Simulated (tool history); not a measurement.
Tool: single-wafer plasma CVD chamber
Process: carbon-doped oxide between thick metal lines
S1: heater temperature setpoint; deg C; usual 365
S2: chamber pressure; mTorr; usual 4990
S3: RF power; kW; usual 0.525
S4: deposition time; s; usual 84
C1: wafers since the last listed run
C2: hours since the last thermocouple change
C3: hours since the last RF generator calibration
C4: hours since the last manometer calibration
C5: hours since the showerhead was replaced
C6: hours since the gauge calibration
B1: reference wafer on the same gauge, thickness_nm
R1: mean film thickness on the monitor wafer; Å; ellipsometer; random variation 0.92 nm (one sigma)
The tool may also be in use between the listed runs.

run,hour,S1,S2,S3,S4,C1,C2,C3,C4,C5,C6,B1,R1
1,0,365,4990,0.465,84,0,2398.5,1768.1,648.2,7113.2,460.7,338.009,3546.36
2,32.1,365,4990,0.465,84,365,2430.6,1800.2,680.3,7145.3,492.8,337.865,3551.83
3,51.4,365,4990,0.525,84,220,2449.9,1819.5,699.6,7164.6,512.1,337.937,3741.33
4,83.5,365,4990,0.525,84,365,2482,1851.6,731.7,7196.7,544.2,338.005,3753.84
5,118,365,4990,0.605,84,393,2516.5,1886.1,766.2,7231.2,578.7,337.768,4035.13
6,148.7,365,4990,0.605,84,349,2547.2,1916.8,796.9,7261.9,609.4,337.983,4047.63
# hour 181.5: gauge calibrated
# hour 187.9: showerhead replaced
7,188.4,365,4990,0.605,84,361,2586.9,1956.5,836.6,0.5,6.9,338.037,4028.52
# hour 209: RF generator calibrated
8,209.5,371,4990,0.525,84,149,2608,0.5,857.7,21.6,28,338.072,3709.08
9,225.4,365,4990,0.5,74.3,181,2623.9,16.4,873.6,37.5,43.9,338.117,3250.19
10,254.3,365,4990,0.5,74.3,329,2652.8,45.3,902.5,66.4,72.8,337.876,3246.27
11,283,365,4470,0.6,76.4,327,2681.5,74,931.2,95.1,101.5,337.99,3604.44
# hour 312.6: thermocouple changed; heater temperature recalibrated
12,313.1,365,4990,0.525,97,251,0.5,104.1,961.3,125.2,131.6,338.128,4339.55
13,333.2,365,4990,0.525,84,229,20.6,124.2,981.4,145.3,151.7,338.253,3750.44
# hour 346.3: capacitance manometer re-zeroed and calibrated
14,359.7,365,4990,0.525,84,210,47.1,150.7,13.4,171.8,178.2,338.016,3765.08
15,395.2,365,4990,0.525,84,404,82.6,186.2,48.9,207.3,213.7,337.969,3759.23
16,414.1,365,5970,0.525,84,215,101.5,205.1,67.8,226.2,232.6,338.071,3842.24
17,428.5,356,3850,0.56,71.1,164,115.9,219.5,82.2,240.6,247,337.878,3268.32
18,444.4,365,4990,0.525,84,181,131.8,235.4,98.1,256.5,262.9,338.068,3771.41
19,457.4,365,3770,0.605,84,148,144.8,248.4,111.1,269.5,275.9,338.143,3894.59
20,479,376,4990,0.525,98.1,246,166.4,270,132.7,291.1,297.5,338.201,4293.93

5 ways to go on from here, each from the tool as it stands after run 20. What would each give?
A,479.4,352,4990,0.525,84,4,166.8,270.4,133.1,291.5,297.9,?,?
B,479.4,365,4990,0.525,76.8,4,166.8,270.4,133.1,291.5,297.9,?,?
C,479.4,372,5920,0.61,75,4,166.8,270.4,133.1,291.5,297.9,?,?
D,479.4,365,5950,0.43,84,4,166.8,270.4,133.1,291.5,297.9,?,?
E,479.4,365,3790,0.61,84,4,166.8,270.4,133.1,291.5,297.9,?,?

run,B1,R1
A,338.172,3893.5
B,338.172,3444.05
C,338.172,3635.11
D,338.172,3488.01
E,338.172,3910.88
Without the tool's hidden state the same runs would have given:
run,R1
A,3893.5
B,3444.05
C,3635.11
D,3488.01
E,3910.88
